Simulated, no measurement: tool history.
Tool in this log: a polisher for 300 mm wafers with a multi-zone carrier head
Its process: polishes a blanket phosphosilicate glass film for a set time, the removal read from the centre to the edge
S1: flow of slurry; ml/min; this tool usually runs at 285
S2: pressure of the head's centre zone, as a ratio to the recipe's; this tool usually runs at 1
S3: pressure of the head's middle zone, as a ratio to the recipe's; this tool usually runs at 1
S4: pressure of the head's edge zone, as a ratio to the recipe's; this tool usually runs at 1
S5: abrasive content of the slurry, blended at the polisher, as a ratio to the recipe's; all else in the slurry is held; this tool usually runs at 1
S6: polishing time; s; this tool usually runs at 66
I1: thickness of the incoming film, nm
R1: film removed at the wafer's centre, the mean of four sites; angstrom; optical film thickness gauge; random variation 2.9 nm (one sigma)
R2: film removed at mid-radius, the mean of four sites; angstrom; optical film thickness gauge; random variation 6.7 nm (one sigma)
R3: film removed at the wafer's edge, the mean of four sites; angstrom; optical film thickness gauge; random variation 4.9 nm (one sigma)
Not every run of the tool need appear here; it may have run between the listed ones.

Run 1, hour 0: usual settings but S1 225 ml/min, S4 0.91; I1 1839.8. Result: R1 4249 angstrom, R2 4579 angstrom, R3 4236 angstrom.
At hour 27.4: carrier head's membrane replaced by a new one.
Run 2, hour 47.1: usual settings but S1 225 ml/min, S4 0.91; I1 1880. Result: R1 4291 angstrom, R2 4495 angstrom, R3 4260 angstrom.
Run 3, hour 77: usual settings; I1 1832.5. Result: R1 4390 angstrom, R2 4655 angstrom, R3 4617 angstrom.
At hour 96.2: worn pad replaced by a new one.
Run 4, hour 96.7: usual settings; I1 1861.5. Result: R1 4376 angstrom, R2 4693 angstrom, R3 4583 angstrom.
Run 5, hour 113.6: usual settings; I1 1874.8. Result: R1 4337 angstrom, R2 4471 angstrom, R3 4539 angstrom.
Run 6, hour 135.4: usual settings; I1 1842.2. Result: R1 4373 angstrom, R2 4643 angstrom, R3 4544 angstrom.
At hour 139.6: centre zone pressure recalibrated.
Run 7, hour 164.6: usual settings but S2 1.08, S3 0.89, S4 1.08, S6 79 s; I1 1866.5. Result: R1 5921 angstrom, R2 5092 angstrom, R3 5665 angstrom.
Run 8, hour 184.1: usual settings but S1 205 ml/min, S2 0.92; I1 1900. Result: R1 3987 angstrom, R2 4440 angstrom, R3 4383 angstrom.
Run 9, hour 206.7: usual settings but S3 1.04, S4 1.07, S6 74 s; I1 1872.9. Result: R1 5082 angstrom, R2 5301 angstrom, R3 5327 angstrom.
Run 10, hour 225.7: usual settings but S6 49 s; I1 1841.3. Result: R1 3368 angstrom, R2 3439 angstrom, R3 3325 angstrom.
Run 11, hour 242: usual settings but S1 355 ml/min, S3 1.09; I1 1827.5. Result: R1 4674 angstrom, R2 5035 angstrom, R3 4539 angstrom.
Run 12, hour 260.2: usual settings; I1 1877.6. Result: R1 4533 angstrom, R2 4553 angstrom, R3 4521 angstrom.

Expected results for the next run?
At hour 282.3: worn pad replaced by a new one.
Run 13, hour 284: usual settings; I1 1864.4. Result: R1 ?, R2 ?, R3 ?.

Logged for run 13: R1 4507 angstrom, R2 4663 angstrom, R3 4593 angstrom.
Minus the tool's unlogged condition, the same run would have read R1 4550 angstrom, R2 4662 angstrom, R3 4593 angstrom.
